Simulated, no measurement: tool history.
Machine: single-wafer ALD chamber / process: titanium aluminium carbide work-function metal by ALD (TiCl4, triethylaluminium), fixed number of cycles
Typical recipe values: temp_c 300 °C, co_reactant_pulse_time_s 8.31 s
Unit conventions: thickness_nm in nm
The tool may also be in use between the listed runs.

run   hour  temp_c  co_reactant_pulse_time_s  wafers since the last listed run  hours since the last thermocouple change  hours since the last triethylaluminium bottle change  hours since the showerhead was replaced  hours since the gauge calibration  read-back reference wafer on the same gauge, thickness_nm  thickness_nm
  1    0.0     300                      8.31                                 0                                    1356.1                                                1470.8                                   5146.1                              313.9                                                      2.579         2.368
  2   21.4     300                      8.31                               185                                    1377.5                                                1492.2                                   5167.5                              335.3                                                      2.581         2.345
  3   35.8     300                      8.31                               124                                    1391.9                                                1506.6                                   5181.9                              349.7                                                      2.581         2.353
  4   66.7     288                      8.31                               267                                    1422.8                                                1537.5                                   5212.8                              380.6                                                      2.574         2.228
  5  130.1     288                      8.31                               548                                    1486.2                                                1600.9                                   5276.2                              444.0                                                      2.569         2.221
  6  158.5     288                      8.31                               245                                    1514.6                                                1629.3                                   5304.6                              472.4                                                      2.564         2.208
  7  176.9     300                      8.31                               159                                    1533.0                                                1647.7                                   5323.0                              490.8                                                      2.566         2.359
  8  202.8     300                      8.31                               224                                    1558.9                                                1673.6                                   5348.9                              516.7                                                      2.564         2.365
  9  279.5     300                      8.31                               663                                    1635.6                                                1750.3                                   5425.6                              593.4                                                      2.559         2.343
     291.5  -- triethylaluminium bottle replaced
 10  303.7     300                      8.31                               140                                    1659.8                                                  12.2                                   5449.8                              617.6                                                      2.551         2.347
     323.0  -- thermocouple changed; heater temperature recalibrated
 11  328.3     300                     11.44                               143                                       5.3                                                  36.8                                   5474.4                              642.2                                                      2.548         2.410
     421.2  -- showerhead replaced
 12  425.5     315                      8.31                               771                                     102.5                                                 134.0                                      4.3                              739.4                                                      2.530         2.505
 13  450.5     300                      8.31                               216                                     127.5                                                 159.0                                     29.3                              764.4                                                      2.524         2.295
 14  480.5     305                      7.12                               259                                     157.5                                                 189.0                                     59.3                              794.4                                                      2.525         2.330
 15  513.5     314                     10.16                               285                                     190.5                                                 222.0                                     92.3                              827.4                                                      2.523         2.523
     529.7  -- gauge calibrated
 16  538.8     307                      5.26                               218                                     215.8                                                 247.3                                    117.6                                9.1                                                      2.588         2.320
 17  571.2     287                     11.24                               280                                     248.2                                                 279.7                                    150.0                               41.5                                                      2.583         2.292
 18  594.5     300                      6.01                               201                                     271.5                                                 303.0                                    173.3                               64.8                                                      2.585         2.300
 19  621.7     286                      8.31                               235                                     298.7                                                 330.2                                    200.5                               92.0                                                      2.587         2.208
 20  726.2     300                      8.31                               904                                     403.2                                                 434.7                                    305.0                              196.5                                                      2.584         2.360
 21  747.8     300                      8.31                               186                                     424.8                                                 456.3                                    326.6                              218.1                                                      2.584         2.365

Hidden state, per run?
wafer temperature above the value expected at the setpoint (K): 0 across all the runs
triethylaluminium dose above that of a fresh bottle (%): 0 across all the runs
H1: gauge reads high (%)
run      H1
  1  -0.831
  2  -0.886
  3  -0.925
  4   -1.01
  5   -1.22
  6   -1.32
  7   -1.39
  8    -1.5
  9   -1.83
 10   -1.95
 11   -2.07
 12    -2.6
 13   -2.75
 14   -2.94
 15   -3.15
 16  -0.526
 17  -0.532
 18  -0.542
 19  -0.559
 20  -0.678
 21  -0.714

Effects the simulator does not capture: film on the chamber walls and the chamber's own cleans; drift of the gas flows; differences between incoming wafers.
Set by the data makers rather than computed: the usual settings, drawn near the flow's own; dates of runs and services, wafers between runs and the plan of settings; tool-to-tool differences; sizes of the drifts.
